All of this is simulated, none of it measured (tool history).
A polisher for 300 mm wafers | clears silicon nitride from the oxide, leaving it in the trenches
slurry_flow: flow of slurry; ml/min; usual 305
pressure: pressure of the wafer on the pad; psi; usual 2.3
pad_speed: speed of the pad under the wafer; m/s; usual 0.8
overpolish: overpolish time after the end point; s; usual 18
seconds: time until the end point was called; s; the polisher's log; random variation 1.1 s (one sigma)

run   hour  slurry_flow  pressure  pad_speed  overpolish  incoming thickness of the incoming film, nm  seconds
  1      0          305       2.3        0.8          18                                         50.6    101.7
  2   34.6          305       2.3        0.8          18                                         49.5     97.4
      60.7  -- worn pad replaced by a new one
  3   61.2          305       2.3        0.8          18                                         49.7    100.1
  4     95          305       2.3        0.8          18                                         50.3      100
  5  118.4          305       2.3        0.8           9                                         50.4     99.5
  6  149.9          305       2.1        0.8          18                                         49.6    110.6
     173.4  -- worn pad replaced by a new one
  7    178          305       2.1        0.8          18                                         50.5    110.6
  8    202          305       2.1        0.8          18                                         50.7    110.9
  9  235.7          325       2.3        0.8          18                                         50.1    101.9
 10  248.6          325       2.3        0.8          18                                         50.7    101.3
     274.9  -- worn pad replaced by a new one
 11  282.5          305       2.3        0.8          18                                         49.6     99.5
 12  315.2          305       2.3       0.66          18                                         49.5      115
 13  336.1          200         2        0.8          18                                         49.7    120.8
     352.8  -- slurry nozzle cleaned
     363.5  -- worn pad replaced by a new one
 14  370.8          305       2.3        0.8          18                                         49.2    100.4
 15  396.8          405       2.3        0.8          18                                         50.1       99
     401.3  -- head pressure recalibrated
 16  416.1          210         2       0.58          18                                         50.2    141.9
 17  441.7          305       1.8       1.04          18                                         49.8     94.1
     461.9  -- worn pad replaced by a new one
 18  462.4          305       2.3        0.8          14                                         50.8     98.1
 19    475          305       1.9       1.06          18                                         50.3     87.7
 20  488.5          200         2        0.8          18                                         50.1    110.6
 21  510.3          340       2.3        0.8          18                                         50.5     94.7

5 ways to go on from here, each from the tool as it stands after run 21. What would each give?
  A  510.8          305       2.3        0.8          18                                         49.9        ?
  B  510.8          385       1.8        0.8          18                                         49.9        ?
  C  510.8          305       2.6        0.7          26                                         49.9        ?
  D  510.8          305       2.5       0.66          18                                         49.9        ?
  E  510.8          305       2.3          1          18                                         49.9        ?

run  seconds
  A     92.9
  B    114.3
  C     92.4
  D    100.4
  E     77.1
Without the tool's hidden state the same runs would have given:
run  seconds
  A     89.3
  B    109.9
  C     88.8
  D     96.5
  E     74.2
